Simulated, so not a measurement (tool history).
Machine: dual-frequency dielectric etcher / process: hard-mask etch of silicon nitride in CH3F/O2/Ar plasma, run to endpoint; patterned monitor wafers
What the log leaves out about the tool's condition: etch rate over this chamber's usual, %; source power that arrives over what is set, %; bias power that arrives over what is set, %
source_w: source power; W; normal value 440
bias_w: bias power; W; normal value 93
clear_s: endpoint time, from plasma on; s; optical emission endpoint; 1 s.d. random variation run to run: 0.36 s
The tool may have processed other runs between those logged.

run     day  source_w  bias_w  wafers since the last listed run  hours since the last wet clean  hours since the last source power generator calibration  hours since the last bias power generator calibration  hours since the last upper electrode change  incoming incoming film thickness, nm  clear_s
  1       0       440     109                                 0                           146.8                                                     4271                                                 5094.5                                       5273.5                                 49.28     62.5
  2   0.812       440      93                               222                           166.3                                                   4290.5                                                   5114                                         5293                                 49.19     65.5
  3   1.312       440      93                               137                           178.3                                                   4302.5                                                   5126                                         5305                                 49.95     66.6
  4   1.921       440      93                               166                           192.9                                                   4317.1                                                 5140.6                                       5319.6                                 49.36     66.1
  5   3.354       440      93                               393                           227.3                                                   4351.5                                                   5175                                         5354                                 48.41       65
      6.942  -- bias power generator calibrated
      7.417  -- upper electrode replaced
  6   7.767       440      93                              1034                           333.2                                                   4457.4                                                   19.8                                          8.4                                 49.56       67
  7   8.283       440     104                               141                           345.6                                                   4469.8                                                   32.2                                         20.8                                 48.87     63.6
  8   9.312       440      93                               282                           370.3                                                   4494.5                                                   56.9                                         45.5                                 48.85     66.7
     10.821  -- wet clean of the chamber
  9  10.842       490      75                               145                             0.5                                                   4531.2                                                   93.6                                         82.2                                 49.57     67.4
 10  11.908       440      93                               292                            26.1                                                   4556.8                                                  119.2                                        107.8                                 49.67     66.6
 11  12.488       440      93                               158                              40                                                   4570.7                                                  133.1                                        121.7                                 49.41     65.4
 12  13.238       440      93                               205                              58                                                   4588.7                                                  151.1                                        139.7                                 49.16     64.6
     13.525  -- source power generator calibrated
 13  14.538       540      87                               310                            89.2                                                     24.3                                                  182.3                                        170.9                                 49.93     63.9
 14  15.904       500     106                               374                             122                                                     57.1                                                  215.1                                        203.7                                 49.75     61.5
 15  20.017       360     105                              1127                           220.7                                                    155.8                                                  313.8                                        302.4                                 49.04     68.1
 16  20.521       400      80                               138                           232.8                                                    167.9                                                  325.9                                        314.5                                 49.75     72.4

3 options for the next run, each taken on its own from the tool as it stands now. Forecast them:
  A  20.538       440      78                                 4                           233.2                                                    168.3                                                  326.3                                        314.9                                 48.83        ?
  B  20.538       550     111                                 4                           233.2                                                    168.3                                                  326.3                                        314.9                                 48.83        ?
  C  20.538       390     103                                 4                           233.2                                                    168.3                                                  326.3                                        314.9                                 48.83        ?

run  clear_s
  A     68.7
  B     57.6
  C       66
Without the tool's hidden state the same runs would have given:
run  clear_s
  A     67.2
  B     56.4
  C     64.6
